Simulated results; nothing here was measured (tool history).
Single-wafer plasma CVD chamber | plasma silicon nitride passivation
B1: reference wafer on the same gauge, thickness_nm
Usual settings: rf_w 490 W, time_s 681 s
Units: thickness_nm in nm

Run 1, day 0: usual settings; B1 1065.716. Result: thickness_nm 914.275 nm.
Run 2, day 1.533: usual settings; B1 1066.012. Result: thickness_nm 911.07 nm.
Run 3, day 5.612: usual settings; B1 1066.556. Result: thickness_nm 906.851 nm.
Run 4, day 8.4: usual settings but time_s 614 s; B1 1065.125. Result: thickness_nm 817.862 nm.
Run 5, day 10.475: usual settings; B1 1065.316. Result: thickness_nm 906.891 nm.
Run 6, day 14.592: usual settings; B1 1064.909. Result: thickness_nm 906.643 nm.
At day 15.725: gauge calibrated.
Run 7, day 18.088: usual settings; B1 1065.265. Result: thickness_nm 904.915 nm.
Run 8, day 21.579: usual settings but rf_w 555 W; B1 1066.209. Result: thickness_nm 940.941 nm.
Run 9, day 25.646: usual settings but rf_w 395 W, time_s 726 s; B1 1065.901. Result: thickness_nm 894.068 nm.
Run 10, day 28.788: usual settings; B1 1066.002. Result: thickness_nm 898.451 nm.
At day 29.246: showerhead replaced, of another model than before.
Run 11, day 32.292: usual settings; B1 1064.785. Result: thickness_nm 909.986 nm.
At day 34.904: RF generator calibrated.
Run 12, day 35.883: usual settings but rf_w 580 W, time_s 563 s; B1 1064.56. Result: thickness_nm 800.833 nm.
Run 13, day 38.871: usual settings but rf_w 515 W, time_s 795 s; B1 1065.2. Result: thickness_nm 1092.96 nm.
Run 14, day 42.083: usual settings but rf_w 585 W; B1 1064.577. Result: thickness_nm 961.697 nm.
Run 15, day 44.875: usual settings but time_s 815 s; B1 1064.339. Result: thickness_nm 1096.595 nm.
Run 16, day 47.492: usual settings but rf_w 415 W, time_s 792 s; B1 1064.507. Result: thickness_nm 1037.916 nm.
Run 17, day 50.367: usual settings; B1 1065.265. Result: thickness_nm 920.52 nm.

Forecast each of these 3 alternatives for the next run:
Run A, day 50.392: usual settings but rf_w 420 W; B1 ?. Result: thickness_nm ?.
Run B, day 50.392: usual settings but rf_w 425 W, time_s 587 s; B1 ?. Result: thickness_nm ?.
Run C, day 50.392: usual settings but rf_w 450 W; B1 ?. Result: thickness_nm ?.

run        B1  thickness_nm
  A  1063.578       891.525
  B  1063.578       770.456
  C  1063.578       905.177
Without the tool's hidden state the same runs would have given:
run  thickness_nm
  A       896.067
  B       774.381
  C       909.788
